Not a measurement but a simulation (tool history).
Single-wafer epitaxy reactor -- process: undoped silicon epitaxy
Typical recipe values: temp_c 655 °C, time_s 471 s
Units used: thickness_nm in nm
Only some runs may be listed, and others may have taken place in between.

run,hour,temp_c,time_s,wafers since the last listed run,hours since the last pyrometer calibration,hours since the gauge calibration,"read-back reference wafer on the same gauge, thickness_nm",thickness_nm
1,0,655,529,0,701.2,341.1,106.831,112.071
2,19.3,644,471,111,720.5,360.4,106.965,79.947
3,64,644,471,258,765.2,405.1,107.261,78.976
4,86.7,651,471,131,787.9,427.8,107.233,92.128
5,122.2,651,471,205,823.4,463.3,107.341,92.401
6,140,651,471,102,841.2,481.1,107.059,92.133
7,156.4,662,544,94,857.6,497.5,106.879,133.941
8,170.7,662,544,82,871.9,511.8,106.91,132.659
9,186.2,662,544,89,887.4,527.3,107.162,135.132
10,212.9,655,471,154,914.1,554,107.157,100.17
11,237.4,655,471,141,938.6,578.5,107.076,100.933
12,271.1,655,471,194,972.3,612.2,107.504,101.269
13,302.5,655,471,181,1003.7,643.6,107.282,101.769
14,328.1,655,471,148,1029.3,669.2,107.172,99.926
# hour 350.2: pyrometer calibrated
15,352.2,655,471,93,2,693.3,106.988,92.534
16,375.4,655,471,134,25.2,716.5,107.075,92.299
17,395.2,655,471,114,45,736.3,106.737,92.203
18,429.6,655,471,198,79.4,770.7,107.498,92.752
19,451.7,640,528,127,101.5,792.8,107.079,76.292
# hour 458.3: gauge calibrated
20,483.8,648,471,185,133.6,25.5,106.858,82.466
21,502.2,666,562,106,152,43.9,107.246,142.525
22,524.8,662,544,130,174.6,66.5,107.21,127.298
23,557.3,655,471,187,207.1,99,107.265,95.942
24,571.4,664,410,81,221.2,113.1,107.091,100.523
25,584.4,640,524,75,234.2,126.1,107.338,78.191
26,631.2,655,471,270,281,172.9,107.265,96.607
27,647.9,646,471,96,297.7,189.6,106.951,80.445

Predict the results of run 28:
28,673.2,665,442,146,323,214.9,?,?

read-back reference wafer on the same gauge, thickness_nm: 107.004
thickness_nm: 111.398 nm
Minus the tool's unlogged condition, the same run would have read thickness_nm 104.303 nm.

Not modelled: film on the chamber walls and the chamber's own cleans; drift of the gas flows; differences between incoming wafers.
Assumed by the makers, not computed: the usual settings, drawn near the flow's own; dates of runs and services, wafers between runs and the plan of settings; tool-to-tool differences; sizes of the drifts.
